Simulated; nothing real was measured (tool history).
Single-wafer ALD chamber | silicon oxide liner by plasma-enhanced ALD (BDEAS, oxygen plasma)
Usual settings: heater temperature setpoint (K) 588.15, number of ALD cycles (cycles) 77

run   hour  heater temperature setpoint (K)  number of ALD cycles (cycles)  wafers since the last listed run  hours since the last thermocouple change  hours since the gauge calibration  read-back reference wafer on the same gauge, thickness_nm  mean film thickness on the monitor wafer (Å)
  1    0.0                           588.15                             77                                 0                                    1560.7                              122.2                                                      6.358                                         67.19
  2    7.6                           588.15                             77                                49                                    1568.3                              129.8                                                      6.364                                         67.60
  3   15.0                           588.15                             67                                47                                    1575.7                              137.2                                                      6.357                                         59.01
  4   25.2                           599.15                             77                                66                                    1585.9                              147.4                                                      6.357                                         66.37
  5   42.7                           599.15                             77                               113                                    1603.4                              164.9                                                      6.356                                         66.44
  6   52.0                           599.15                             77                                60                                    1612.7                              174.2                                                      6.358                                         66.25
      83.6  -- gauge calibrated
  7   89.9                           596.15                             77                               245                                    1650.6                                6.3                                                      6.358                                         66.67
  8  104.1                           596.15                             77                                91                                    1664.8                               20.5                                                      6.362                                         66.65
     139.1  -- thermocouple changed; heater temperature recalibrated
  9  146.5                           578.15                             66                               222                                       7.4                               62.9                                                      6.362                                         59.07
 10  157.9                           588.15                             77                                73                                      18.8                               74.3                                                      6.365                                         67.46
 11  164.4                           574.15                             73                                42                                      25.3                               80.8                                                      6.366                                         65.84
 12  179.6                           588.15                             77                                98                                      40.5                               96.0                                                      6.356                                         67.58
 13  195.9                           594.15                             90                               105                                      56.8                              112.3                                                      6.357                                         77.89
 14  211.6                           588.15                             77                               101                                      72.5                              128.0                                                      6.356                                         67.83
 15  221.6                           603.15                             91                                64                                      82.5                              138.0                                                      6.363                                         77.80
 16  229.6                           599.15                             92                                51                                      90.5                              146.0                                                      6.361                                         79.32
 17  238.9                           588.15                             77                                60                                      99.8                              155.3                                                      6.363                                         67.56

5 ways to go on from here, each from the tool as it stands after run 17. What would each give?
  A  239.4                           588.15                             77                                 3                                     100.3                              155.8                                                          ?                                             ?
  B  239.4                           573.15                             90                                 3                                     100.3                              155.8                                                          ?                                             ?
  C  239.4                           600.15                             63                                 3                                     100.3                              155.8                                                          ?                                             ?
  D  239.4                           575.15                             64                                 3                                     100.3                              155.8                                                          ?                                             ?
  E  239.4                           593.15                             77                                 3                                     100.3                              155.8                                                          ?                                             ?

run  read-back reference wafer on the same gauge, thickness_nm  mean film thickness on the monitor wafer (Å)
  A                                                      6.358                                         67.36
  B                                                      6.358                                         81.03
  C                                                      6.358                                         54.03
  D                                                      6.358                                         57.17
  E                                                      6.358                                         66.81
Without the tool's hidden state the same runs would have given:
run  mean film thickness on the monitor wafer (Å)
  A                                         67.36
  B                                         81.03
  C                                         54.03
  D                                         57.17
  E                                         66.81

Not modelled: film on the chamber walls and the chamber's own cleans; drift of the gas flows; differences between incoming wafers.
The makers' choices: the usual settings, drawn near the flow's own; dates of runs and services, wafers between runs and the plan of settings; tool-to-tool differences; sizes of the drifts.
